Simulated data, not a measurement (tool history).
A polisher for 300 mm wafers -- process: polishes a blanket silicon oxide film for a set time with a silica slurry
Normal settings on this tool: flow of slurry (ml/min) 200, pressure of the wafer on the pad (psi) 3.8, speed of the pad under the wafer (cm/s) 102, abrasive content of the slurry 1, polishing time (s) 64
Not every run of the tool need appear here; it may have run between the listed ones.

run	hour	flow of slurry (ml/min)	pressure of the wafer on the pad (psi)	speed of the pad under the wafer (cm/s)	abrasive content of the slurry	polishing time (s)	wafers since the last listed run	wafers polished on this pad	hours since the slurry nozzle was cleaned	hours since the head pressure was calibrated	hours since the slurry blender was calibrated	hours since the conditioning disc was replaced	incoming thickness of the incoming film, nm	film removed (nm)
1	0	200	3.8	102	1	76	0	6035	405.5	366.6	267.4	251.1	1589.3	149.7
2	40.5	200	3.8	102	1	76	557	6592	446	407.1	307.9	291.6	1590.7	152.3
# hour 66.3: slurry nozzle cleaned, repeated, since the last time left the tool worse
3	126.8	200	3.8	102	1	64	1173	7766	60.5	493.4	394.2	377.9	1603.2	152.9
# hour 131.5: worn pad replaced by a new one
4	168.4	200	3.8	102	1	64	517	508	102.1	535	435.8	419.5	1600.8	147.7
# hour 228.7: slurry blender recalibrated
# hour 258.9: conditioning disc replaced and pad reconditioned
5	262.7	250	3.8	102	1	64	1242	1750	196.4	629.3	34	3.8	1603.9	151.3
6	314.2	250	3.8	102	1	64	708	2459	247.9	680.8	85.5	55.3	1570.3	151.7
7	375.6	200	3.8	102	1	64	844	3304	309.3	742.2	146.9	116.7	1551.3	145.1
8	423.3	200	4.4	102	1	64	656	3960	357	789.9	194.6	164.4	1555.7	167
9	479.5	200	3.8	102	1	81	773	4734	413.2	846.1	250.8	220.6	1574.6	186
10	541.1	175	2.9	128	1	64	847	5581	474.8	907.7	312.4	282.2	1563.2	126.2
# hour 617.1: slurry nozzle cleaned
11	621.4	235	3.8	102	0.9	64	1091	6672	4.3	988	392.7	362.5	1600.9	144.1
# hour 681.6: worn pad replaced by a new one
12	700.1	200	3.8	74	1	49	1027	254	83	1066.7	471.4	441.2	1562.6	93.9
# hour 722.4: slurry blender recalibrated
# hour 774.2: conditioning disc replaced and pad reconditioned
13	780.9	200	4.4	102	1	64	1056	1311	163.8	1147.5	58.5	6.7	1570.1	170.5
14	858.9	200	3.8	102	1	71	1073	2384	241.8	1225.5	136.5	84.7	1571	160.4
15	917	200	4.8	102	1.3	85	799	3184	299.9	1283.6	194.6	142.8	1588.2	277.7
# hour 1109: head pressure recalibrated
16	1187.3	200	3.8	102	1	76	3692	6876	570.2	78.3	464.9	413.1	1579.4	170.5
# hour 1195.1: slurry nozzle cleaned
17	1233.4	200	3.1	102	1	64	620	7496	38.3	124.4	511	459.2	1607.9	120.5
# hour 1282.8: worn pad replaced by a new one
18	1290	235	3.8	102	1	64	723	99	94.9	181	567.6	515.8	1579.3	149.6
# hour 1303.9: slurry blender recalibrated
# hour 1322.1: conditioning disc replaced and pad reconditioned
19	1508	200	5	120	1	51	2944	3044	312.9	399	204.1	185.9	1580.4	170.6

What will run 20 give?
20	1551.4	200	3.3	102	1.15	76	597	3641	356.3	442.4	247.5	229.3	1587.1	?

{"run 20": {"film removed (nm)": 156.7}}
With no hidden state in the tool, this same run would have given film removed (nm) 158.8.
